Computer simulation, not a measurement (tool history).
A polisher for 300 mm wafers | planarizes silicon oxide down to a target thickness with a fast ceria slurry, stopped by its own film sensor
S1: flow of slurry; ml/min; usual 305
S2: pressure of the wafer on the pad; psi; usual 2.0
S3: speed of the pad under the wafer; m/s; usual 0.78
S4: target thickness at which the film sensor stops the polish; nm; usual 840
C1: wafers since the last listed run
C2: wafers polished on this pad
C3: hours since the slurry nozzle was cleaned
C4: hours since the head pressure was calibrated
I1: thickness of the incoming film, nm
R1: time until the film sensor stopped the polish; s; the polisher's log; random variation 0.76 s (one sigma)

{"run": 1, "hour": 0.0, "S1": 305, "S2": 1.8, "S3": 0.78, "S4": 840, "C1": 0, "C2": 777, "C3": 287.3, "C4": 196.7, "I1": 1375.6, "R1": 78.4}
{"run": 2, "hour": 13.3, "S1": 305, "S2": 1.8, "S3": 0.78, "S4": 840, "C1": 122, "C2": 899, "C3": 300.6, "C4": 210.0, "I1": 1356.0, "R1": 77.5}
{"run": 3, "hour": 27.3, "S1": 305, "S2": 2.0, "S3": 0.78, "S4": 840, "C1": 128, "C2": 1028, "C3": 314.6, "C4": 224.0, "I1": 1364.3, "R1": 73.4}
{"run": 4, "hour": 41.8, "S1": 305, "S2": 2.0, "S3": 0.78, "S4": 840, "C1": 133, "C2": 1161, "C3": 329.1, "C4": 238.5, "I1": 1382.0, "R1": 76.7}
{"run": 5, "hour": 51.9, "S1": 305, "S2": 2.0, "S3": 0.78, "S4": 840, "C1": 92, "C2": 1254, "C3": 339.2, "C4": 248.6, "I1": 1374.7, "R1": 77.5}
{"hour": 62.7, "done": "worn pad replaced by a new one"}
{"run": 6, "hour": 66.9, "S1": 305, "S2": 2.0, "S3": 0.78, "S4": 840, "C1": 100, "C2": 38, "C3": 354.2, "C4": 263.6, "I1": 1372.3, "R1": 68.0}
{"run": 7, "hour": 74.5, "S1": 305, "S2": 2.0, "S3": 0.78, "S4": 840, "C1": 69, "C2": 108, "C3": 361.8, "C4": 271.2, "I1": 1371.2, "R1": 69.4}
{"run": 8, "hour": 89.5, "S1": 305, "S2": 2.0, "S3": 0.78, "S4": 840, "C1": 137, "C2": 246, "C3": 376.8, "C4": 286.2, "I1": 1377.4, "R1": 69.5}
{"run": 9, "hour": 98.9, "S1": 305, "S2": 2.0, "S3": 0.78, "S4": 840, "C1": 86, "C2": 332, "C3": 386.2, "C4": 295.6, "I1": 1354.3, "R1": 68.4}
{"run": 10, "hour": 114.2, "S1": 305, "S2": 2.0, "S3": 0.78, "S4": 840, "C1": 140, "C2": 473, "C3": 401.5, "C4": 310.9, "I1": 1373.9, "R1": 71.1}
{"run": 11, "hour": 131.6, "S1": 305, "S2": 2.0, "S3": 0.78, "S4": 889, "C1": 159, "C2": 633, "C3": 418.9, "C4": 328.3, "I1": 1389.1, "R1": 69.4}
{"run": 12, "hour": 139.1, "S1": 305, "S2": 2.0, "S3": 0.78, "S4": 840, "C1": 68, "C2": 701, "C3": 426.4, "C4": 335.8, "I1": 1376.9, "R1": 73.1}
{"hour": 144.9, "done": "head pressure recalibrated"}
{"run": 13, "hour": 146.9, "S1": 210, "S2": 2.7, "S3": 0.54, "S4": 840, "C1": 53, "C2": 755, "C3": 434.2, "C4": 2.0, "I1": 1377.6, "R1": 82.2}
{"run": 14, "hour": 160.3, "S1": 305, "S2": 2.0, "S3": 0.96, "S4": 840, "C1": 123, "C2": 878, "C3": 447.6, "C4": 15.4, "I1": 1376.8, "R1": 63.2}
{"run": 15, "hour": 167.8, "S1": 305, "S2": 1.8, "S3": 0.78, "S4": 840, "C1": 68, "C2": 947, "C3": 455.1, "C4": 22.9, "I1": 1372.6, "R1": 83.2}
{"run": 16, "hour": 181.9, "S1": 305, "S2": 2.0, "S3": 0.78, "S4": 840, "C1": 129, "C2": 1076, "C3": 469.2, "C4": 37.0, "I1": 1368.0, "R1": 76.4}
{"run": 17, "hour": 198.3, "S1": 305, "S2": 1.7, "S3": 0.52, "S4": 840, "C1": 150, "C2": 1227, "C3": 485.6, "C4": 53.4, "I1": 1391.2, "R1": 125.9}
{"hour": 208.8, "done": "worn pad replaced by a new one"}
{"run": 18, "hour": 213.2, "S1": 305, "S2": 1.3, "S3": 0.62, "S4": 840, "C1": 100, "C2": 40, "C3": 500.5, "C4": 68.3, "I1": 1389.0, "R1": 113.2}
{"hour": 223.0, "done": "slurry nozzle cleaned"}
{"run": 19, "hour": 223.5, "S1": 250, "S2": 2.3, "S3": 0.54, "S4": 656, "C1": 85, "C2": 125, "C3": 0.5, "C4": 78.6, "I1": 1382.3, "R1": 115.5}
{"run": 20, "hour": 239.2, "S1": 305, "S2": 2.6, "S3": 0.78, "S4": 840, "C1": 144, "C2": 270, "C3": 16.2, "C4": 94.3, "I1": 1380.1, "R1": 56.7}
{"run": 21, "hour": 250.7, "S1": 360, "S2": 2.0, "S3": 0.66, "S4": 680, "C1": 105, "C2": 375, "C3": 27.7, "C4": 105.8, "I1": 1365.8, "R1": 102.6}
{"run": 22, "hour": 267.8, "S1": 305, "S2": 2.0, "S3": 0.68, "S4": 840, "C1": 157, "C2": 532, "C3": 44.8, "C4": 122.9, "I1": 1362.9, "R1": 78.1}
{"run": 23, "hour": 279.8, "S1": 305, "S2": 2.0, "S3": 0.96, "S4": 840, "C1": 110, "C2": 642, "C3": 56.8, "C4": 134.9, "I1": 1372.5, "R1": 58.3}
{"run": 24, "hour": 293.9, "S1": 305, "S2": 2.5, "S3": 0.78, "S4": 840, "C1": 129, "C2": 772, "C3": 70.9, "C4": 149.0, "I1": 1390.6, "R1": 63.8}

4 ways to go on from here, each from the tool as it stands after run 24. What would each give?
{"run": "A", "hour": 294.3, "S1": 305, "S2": 2.0, "S3": 0.78, "S4": 840, "C1": 3, "C2": 775, "C3": 71.3, "C4": 149.4, "I1": 1396.4, "R1": "?"}
{"run": "B", "hour": 294.3, "S1": 335, "S2": 2.5, "S3": 0.78, "S4": 999, "C1": 3, "C2": 775, "C3": 71.3, "C4": 149.4, "I1": 1396.4, "R1": "?"}
{"run": "C", "hour": 294.3, "S1": 200, "S2": 2.0, "S3": 0.78, "S4": 840, "C1": 3, "C2": 775, "C3": 71.3, "C4": 149.4, "I1": 1396.4, "R1": "?"}
{"run": "D", "hour": 294.3, "S1": 305, "S2": 2.2, "S3": 1.04, "S4": 679, "C1": 3, "C2": 775, "C3": 71.3, "C4": 149.4, "I1": 1396.4, "R1": "?"}

run=A R1=76.2
run=B R1=45.7
run=C R1=78.4
run=D R1=71.2
Without the tool's hidden state the same runs would have given:
run=A R1=69.8
run=B R1=41.9
run=C R1=71.9
run=D R1=65.3

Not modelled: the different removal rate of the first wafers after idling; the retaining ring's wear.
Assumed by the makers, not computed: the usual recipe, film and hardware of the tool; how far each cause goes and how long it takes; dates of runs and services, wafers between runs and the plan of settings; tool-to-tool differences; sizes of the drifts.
